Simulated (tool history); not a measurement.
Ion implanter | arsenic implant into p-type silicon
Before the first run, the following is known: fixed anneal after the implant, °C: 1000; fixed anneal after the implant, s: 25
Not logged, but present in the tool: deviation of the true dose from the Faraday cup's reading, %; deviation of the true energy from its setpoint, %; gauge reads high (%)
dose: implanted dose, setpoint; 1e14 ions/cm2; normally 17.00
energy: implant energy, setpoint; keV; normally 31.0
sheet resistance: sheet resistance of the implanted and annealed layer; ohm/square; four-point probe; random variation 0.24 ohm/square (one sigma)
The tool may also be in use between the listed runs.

| run | hour | dose | energy | wafers since the last listed run | hours since the last dose calibration | hours since the extraction supply was calibrated | hours since the gauge calibration | read-back reference wafer on the same gauge, sheet resistance | sheet resistance |
|---|---|---|---|---|---|---|---|---|---|
| 1 | 0.0 | 17.00 | 31.0 | 0 | 91.3 | 2807.5 | 939.0 | 94.22 | 79.75 |
| 2 | 99.8 | 18.85 | 31.0 | 2118 | 191.1 | 2907.3 | 1038.8 | 94.22 | 77.34 |
| 3 | 172.1 | 18.85 | 31.0 | 1534 | 263.4 | 2979.6 | 1111.1 | 94.18 | 77.12 |
| 4 | 265.4 | 14.58 | 24.5 | 1980 | 356.7 | 3072.9 | 1204.4 | 94.27 | 90.55 |
| 5 | 304.1 | 20.82 | 31.0 | 821 | 395.4 | 3111.6 | 1243.1 | 94.19 | 75.05 |
| 6 | 616.7 | 20.82 | 31.0 | 6634 | 708.0 | 3424.2 | 1555.7 | 94.16 | 74.70 |
| 7 | 690.6 | 17.00 | 31.0 | 1568 | 781.9 | 3498.1 | 1629.6 | 94.17 | 78.91 |
|  | 724.0 | Faraday cup replaced and dose calibrated |
| 8 | 761.1 | 14.61 | 31.0 | 1326 | 37.1 | 3568.6 | 1700.1 | 94.24 | 84.20 |
| 9 | 812.4 | 17.00 | 31.0 | 1088 | 88.4 | 3619.9 | 1751.4 | 94.19 | 79.80 |
|  | 863.5 | extraction supply calibrated |
| 10 | 896.7 | 17.00 | 31.0 | 1619 | 172.7 | 33.2 | 1835.7 | 94.15 | 79.83 |
| 11 | 943.0 | 17.00 | 35.0 | 982 | 219.0 | 79.5 | 1882.0 | 94.18 | 76.46 |
| 12 | 981.0 | 17.00 | 35.0 | 806 | 257.0 | 117.5 | 1920.0 | 94.23 | 76.16 |
| 13 | 1023.6 | 18.67 | 37.5 | 904 | 299.6 | 160.1 | 1962.6 | 94.22 | 71.97 |
| 14 | 1117.7 | 17.00 | 31.0 | 1997 | 393.7 | 254.2 | 2056.7 | 94.21 | 79.78 |
| 15 | 1163.7 | 21.72 | 20.5 | 976 | 439.7 | 300.2 | 2102.7 | 94.19 | 87.19 |
| 16 | 1218.6 | 17.00 | 31.0 | 1165 | 494.6 | 355.1 | 2157.6 | 94.13 | 79.57 |
| 17 | 1313.8 | 14.01 | 23.0 | 2020 | 589.8 | 450.3 | 2252.8 | 94.22 | 93.05 |
| 18 | 1403.0 | 21.68 | 31.0 | 1893 | 679.0 | 539.5 | 2342.0 | 94.25 | 74.47 |
|  | 1498.5 | Faraday cup replaced and dose calibrated |
| 19 | 1509.2 | 14.61 | 31.0 | 2084 | 10.7 | 645.7 | 2448.2 | 94.19 | 84.10 |
|  | 1579.5 | gauge calibrated |
| 20 | 1583.3 | 21.99 | 23.5 | 1572 | 84.8 | 719.8 | 3.8 | 94.18 | 83.24 |
| 21 | 1660.7 | 18.85 | 35.0 | 1642 | 162.2 | 797.2 | 81.2 | 94.18 | 74.04 |
| 22 | 1699.6 | 13.79 | 31.0 | 825 | 201.1 | 836.1 | 120.1 | 94.27 | 86.86 |
| 23 | 1737.3 | 12.83 | 31.0 | 800 | 238.8 | 873.8 | 157.8 | 94.23 | 88.76 |
| 24 | 1813.4 | 17.00 | 41.5 | 1615 | 314.9 | 949.9 | 233.9 | 94.17 | 72.12 |
| 25 | 2099.7 | 20.63 | 27.5 | 6076 | 601.2 | 1236.2 | 520.2 | 94.23 | 79.02 |

Predict each of these 4 candidate next runs independently; none follows another, all start after run 25:
| A | 2100.1 | 17.00 | 31.0 | 8 | 601.6 | 1236.6 | 520.6 | ? | ? |
| B | 2100.1 | 20.31 | 33.5 | 8 | 601.6 | 1236.6 | 520.6 | ? | ? |
| C | 2100.1 | 14.81 | 31.0 | 8 | 601.6 | 1236.6 | 520.6 | ? | ? |
| D | 2100.1 | 12.00 | 38.5 | 8 | 601.6 | 1236.6 | 520.6 | ? | ? |

| run | read-back reference wafer on the same gauge, sheet resistance | sheet resistance |
|---|---|---|
| A | 94.23 | 79.39 |
| B | 94.23 | 73.44 |
| C | 94.23 | 83.14 |
| D | 94.23 | 85.91 |
What these runs would have given with no unlogged condition in the tool:
| run | sheet resistance |
|---|---|
| A | 79.96 |
| B | 73.88 |
| C | 83.87 |
| D | 87.03 |
